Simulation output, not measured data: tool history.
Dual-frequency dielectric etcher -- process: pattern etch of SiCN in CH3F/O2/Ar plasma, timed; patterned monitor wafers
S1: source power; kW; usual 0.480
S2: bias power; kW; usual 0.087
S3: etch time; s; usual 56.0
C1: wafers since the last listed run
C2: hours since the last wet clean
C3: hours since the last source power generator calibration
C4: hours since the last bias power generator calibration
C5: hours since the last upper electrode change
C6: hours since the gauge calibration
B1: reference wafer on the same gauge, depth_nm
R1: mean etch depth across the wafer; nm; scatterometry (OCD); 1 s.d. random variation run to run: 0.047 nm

run	day	S1	S2	S3	C1	C2	C3	C4	C5	C6	B1	R1
1	0.000	0.480	0.095	56.0	0	405.2	3807.3	5096.3	3865.4	661.2	19.40	23.68
2	1.088	0.480	0.095	56.0	319	431.3	3833.4	5122.4	3891.5	687.3	19.40	23.74
3	2.421	0.480	0.095	56.0	391	463.3	3865.4	5154.4	3923.5	719.3	19.40	23.77
4	3.067	0.480	0.087	44.5	189	478.8	3880.9	5169.9	3939.0	734.8	19.40	18.29
# day 5.792: wet clean of the chamber
5	5.812	0.480	0.087	44.5	512	0.5	3946.8	5235.8	4004.9	800.7	19.41	18.25
6	6.329	0.480	0.087	44.5	151	12.9	3959.2	5248.2	4017.3	813.1	19.39	18.29
7	7.417	0.480	0.087	56.0	319	39.0	3985.3	5274.3	4043.4	839.2	19.40	22.91
8	8.600	0.520	0.096	56.0	347	67.4	4013.7	5302.7	4071.8	867.6	19.38	24.72
9	9.533	0.520	0.096	56.0	274	89.8	4036.1	5325.1	4094.2	890.0	19.40	24.75
10	10.058	0.520	0.096	56.0	154	102.4	4048.7	5337.7	4106.8	902.6	19.40	24.72
# day 11.288: upper electrode replaced
11	11.308	0.480	0.080	56.0	73	132.4	4078.7	5367.7	0.5	932.6	19.40	22.24
12	12.042	0.480	0.080	56.0	215	150.0	4096.3	5385.3	18.1	950.2	19.38	22.33
13	13.008	0.480	0.105	41.5	284	173.2	4119.5	5408.5	41.3	973.4	19.42	18.20
14	13.838	0.480	0.087	56.0	243	193.1	4139.4	5428.4	61.2	993.3	19.39	22.95
# day 14.046: gauge calibrated
15	15.404	0.520	0.096	56.0	460	230.7	4177.0	5466.0	98.8	32.6	19.40	24.82
16	16.679	0.550	0.087	56.0	374	261.3	4207.6	5496.6	129.4	63.2	19.40	24.55
# day 17.358: bias power generator calibrated
# day 17.467: source power generator calibrated
17	18.204	0.480	0.087	56.0	367	297.9	17.7	20.3	166.0	99.8	19.39	22.95
18	19.604	0.480	0.087	56.0	411	331.5	51.3	53.9	199.6	133.4	19.41	22.88
19	20.254	0.430	0.087	56.0	190	347.1	66.9	69.5	215.2	149.0	19.38	21.70
20	20.950	0.480	0.095	56.0	204	363.8	83.6	86.2	231.9	165.7	19.41	23.71
21	22.167	0.560	0.106	61.5	357	393.0	112.8	115.4	261.1	194.9	19.39	29.19
22	23.504	0.370	0.087	42.5	392	425.1	144.9	147.5	293.2	227.0	19.41	15.26
23	24.312	0.560	0.095	48.0	237	444.5	164.3	166.9	312.6	246.4	19.40	21.89
24	25.192	0.580	0.067	67.5	258	465.6	185.4	188.0	333.7	267.5	19.42	27.54
25	26.446	0.370	0.078	44.0	368	495.7	215.5	218.1	363.8	297.6	19.42	15.15
# day 27.688: wet clean of the chamber
26	27.708	0.480	0.087	56.0	77	0.5	245.8	248.4	394.1	327.9	19.41	22.92
27	27.954	0.480	0.068	56.0	72	6.4	251.7	254.3	400.0	333.8	19.40	21.03
28	28.862	0.540	0.087	56.0	266	28.2	273.5	276.1	421.8	355.6	19.41	24.26
29	30.183	0.480	0.077	56.0	388	59.9	305.2	307.8	453.5	387.3	19.41	21.98
30	31.125	0.480	0.093	64.5	276	82.5	327.8	330.4	476.1	409.9	19.40	27.00

What if the next run were any one of these 4? Each begins from the tool's condition after run 30:
A	31.142	0.480	0.087	56.0	4	82.9	328.2	330.8	476.5	410.3	?	?
B	31.142	0.430	0.087	62.0	4	82.9	328.2	330.8	476.5	410.3	?	?
C	31.142	0.480	0.103	50.5	4	82.9	328.2	330.8	476.5	410.3	?	?
D	31.142	0.480	0.075	56.0	4	82.9	328.2	330.8	476.5	410.3	?	?

run	B1	R1
A	19.40	22.98
B	19.40	24.09
C	19.40	22.08
D	19.40	21.77
Without the tool's unlogged condition, the same runs would have read:
run	R1
A	22.98
B	24.09
C	22.08
D	21.77
